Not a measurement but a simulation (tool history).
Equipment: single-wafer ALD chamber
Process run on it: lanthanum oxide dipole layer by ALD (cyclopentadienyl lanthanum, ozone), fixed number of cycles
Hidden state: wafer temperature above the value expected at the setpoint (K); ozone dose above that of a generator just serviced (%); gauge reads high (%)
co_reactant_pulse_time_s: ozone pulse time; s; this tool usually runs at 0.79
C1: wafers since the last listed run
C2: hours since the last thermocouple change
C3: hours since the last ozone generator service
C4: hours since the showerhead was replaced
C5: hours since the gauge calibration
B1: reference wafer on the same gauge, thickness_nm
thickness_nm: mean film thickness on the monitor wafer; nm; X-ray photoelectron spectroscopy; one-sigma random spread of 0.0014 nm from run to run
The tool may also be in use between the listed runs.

{"run": 1, "day": 0.0, "co_reactant_pulse_time_s": 0.79, "C1": 0, "C2": 943.0, "C3": 1233.8, "C4": 5760.1, "C5": 390.8, "B1": 0.499, "thickness_nm": 0.428}
{"run": 2, "day": 1.05, "co_reactant_pulse_time_s": 0.79, "C1": 449, "C2": 968.2, "C3": 1259.0, "C4": 5785.3, "C5": 416.0, "B1": 0.499, "thickness_nm": 0.429}
{"run": 3, "day": 2.458, "co_reactant_pulse_time_s": 0.79, "C1": 603, "C2": 1002.0, "C3": 1292.8, "C4": 5819.1, "C5": 449.8, "B1": 0.499, "thickness_nm": 0.425}
{"run": 4, "day": 3.283, "co_reactant_pulse_time_s": 0.79, "C1": 353, "C2": 1021.8, "C3": 1312.6, "C4": 5838.9, "C5": 469.6, "B1": 0.499, "thickness_nm": 0.421}
{"run": 5, "day": 4.542, "co_reactant_pulse_time_s": 0.79, "C1": 539, "C2": 1052.0, "C3": 1342.8, "C4": 5869.1, "C5": 499.8, "B1": 0.499, "thickness_nm": 0.423}
{"run": 6, "day": 5.058, "co_reactant_pulse_time_s": 0.79, "C1": 221, "C2": 1064.4, "C3": 1355.2, "C4": 5881.5, "C5": 512.2, "B1": 0.499, "thickness_nm": 0.421}
{"run": 7, "day": 6.358, "co_reactant_pulse_time_s": 0.97, "C1": 556, "C2": 1095.6, "C3": 1386.4, "C4": 5912.7, "C5": 543.4, "B1": 0.499, "thickness_nm": 0.464}
{"run": 8, "day": 7.354, "co_reactant_pulse_time_s": 0.97, "C1": 426, "C2": 1119.5, "C3": 1410.3, "C4": 5936.6, "C5": 567.3, "B1": 0.499, "thickness_nm": 0.464}
{"day": 7.862, "done": "gauge calibrated"}
{"run": 9, "day": 7.875, "co_reactant_pulse_time_s": 0.79, "C1": 223, "C2": 1132.0, "C3": 1422.8, "C4": 5949.1, "C5": 0.3, "B1": 0.499, "thickness_nm": 0.42}
{"run": 10, "day": 8.621, "co_reactant_pulse_time_s": 0.79, "C1": 319, "C2": 1149.9, "C3": 1440.7, "C4": 5967.0, "C5": 18.2, "B1": 0.499, "thickness_nm": 0.418}
{"run": 11, "day": 9.167, "co_reactant_pulse_time_s": 0.79, "C1": 233, "C2": 1163.0, "C3": 1453.8, "C4": 5980.1, "C5": 31.3, "B1": 0.499, "thickness_nm": 0.419}
{"run": 12, "day": 10.004, "co_reactant_pulse_time_s": 0.89, "C1": 358, "C2": 1183.1, "C3": 1473.9, "C4": 6000.2, "C5": 51.4, "B1": 0.499, "thickness_nm": 0.442}
{"day": 10.417, "done": "showerhead replaced"}
{"run": 13, "day": 10.621, "co_reactant_pulse_time_s": 1.09, "C1": 121, "C2": 1197.9, "C3": 1488.7, "C4": 4.9, "C5": 66.2, "B1": 0.499, "thickness_nm": 0.482}
{"run": 14, "day": 12.038, "co_reactant_pulse_time_s": 0.97, "C1": 606, "C2": 1231.9, "C3": 1522.7, "C4": 38.9, "C5": 100.2, "B1": 0.499, "thickness_nm": 0.458}
{"day": 12.762, "done": "thermocouple changed; heater temperature recalibrated"}
{"run": 15, "day": 12.783, "co_reactant_pulse_time_s": 0.48, "C1": 176, "C2": 0.5, "C3": 1540.6, "C4": 56.8, "C5": 118.1, "B1": 0.499, "thickness_nm": 0.29}
{"run": 16, "day": 13.508, "co_reactant_pulse_time_s": 0.71, "C1": 310, "C2": 17.9, "C3": 1558.0, "C4": 74.2, "C5": 135.5, "B1": 0.498, "thickness_nm": 0.387}
{"day": 14.362, "done": "ozone generator serviced"}
{"run": 17, "day": 14.383, "co_reactant_pulse_time_s": 0.97, "C1": 232, "C2": 38.9, "C3": 0.5, "C4": 95.2, "C5": 156.5, "B1": 0.499, "thickness_nm": 0.419}
{"run": 18, "day": 15.342, "co_reactant_pulse_time_s": 0.67, "C1": 410, "C2": 61.9, "C3": 23.5, "C4": 118.2, "C5": 179.5, "B1": 0.499, "thickness_nm": 0.331}
{"day": 18.2, "done": "ozone generator serviced, repeated, since the last time left the tool worse"}
{"run": 19, "day": 18.221, "co_reactant_pulse_time_s": 0.79, "C1": 1090, "C2": 131.0, "C3": 0.5, "C4": 187.3, "C5": 248.6, "B1": 0.499, "thickness_nm": 0.447}
{"run": 20, "day": 18.983, "co_reactant_pulse_time_s": 0.79, "C1": 326, "C2": 149.3, "C3": 18.8, "C4": 205.6, "C5": 266.9, "B1": 0.499, "thickness_nm": 0.446}
{"run": 21, "day": 19.542, "co_reactant_pulse_time_s": 0.7, "C1": 239, "C2": 162.7, "C3": 32.2, "C4": 219.0, "C5": 280.3, "B1": 0.499, "thickness_nm": 0.42}
{"run": 22, "day": 20.588, "co_reactant_pulse_time_s": 0.95, "C1": 448, "C2": 187.8, "C3": 57.3, "C4": 244.1, "C5": 305.4, "B1": 0.499, "thickness_nm": 0.482}
{"run": 23, "day": 21.683, "co_reactant_pulse_time_s": 0.98, "C1": 469, "C2": 214.1, "C3": 83.6, "C4": 270.4, "C5": 331.7, "B1": 0.499, "thickness_nm": 0.487}
{"run": 24, "day": 22.3, "co_reactant_pulse_time_s": 0.99, "C1": 264, "C2": 228.9, "C3": 98.4, "C4": 285.2, "C5": 346.5, "B1": 0.499, "thickness_nm": 0.487}
{"run": 25, "day": 23.058, "co_reactant_pulse_time_s": 0.88, "C1": 324, "C2": 247.1, "C3": 116.6, "C4": 303.4, "C5": 364.7, "B1": 0.499, "thickness_nm": 0.468}

For each entry between runs, how does the tool's hidden state at the last listed run before it compare with that at the first listed run after it?
From run 8 to run 9: gauge calibrated (day 7.862)
  ozone dose above that of a generator just serviced (%): -11.8 -> -12.1
  measured result minus the result with no hidden state, thickness_nm: -0.025 -> -0.029 nm
From run 12 to run 13: showerhead replaced (day 10.417)
  ozone dose above that of a generator just serviced (%): -12.9 -> -13.2
  measured result minus the result with no hidden state, thickness_nm: -0.028 -> -0.024 nm
From run 14 to run 15: thermocouple changed; heater temperature recalibrated (day 12.762)
  ozone dose above that of a generator just serviced (%): -13.8 -> -14.1
  measured result minus the result with no hidden state, thickness_nm: -0.029 -> -0.036 nm
From run 16 to run 17: ozone generator serviced (day 14.362)
  ozone dose above that of a generator just serviced (%): -14.4 -> -27.6
  measured result minus the result with no hidden state, thickness_nm: -0.036 -> -0.069 nm
From run 18 to run 19: ozone generator serviced, repeated, since the last time left the tool worse (day 18.200)
  ozone dose above that of a generator just serviced (%): -27.6 -> -0.855
  measured result minus the result with no hidden state, thickness_nm: -0.079 -> -0.002 nm

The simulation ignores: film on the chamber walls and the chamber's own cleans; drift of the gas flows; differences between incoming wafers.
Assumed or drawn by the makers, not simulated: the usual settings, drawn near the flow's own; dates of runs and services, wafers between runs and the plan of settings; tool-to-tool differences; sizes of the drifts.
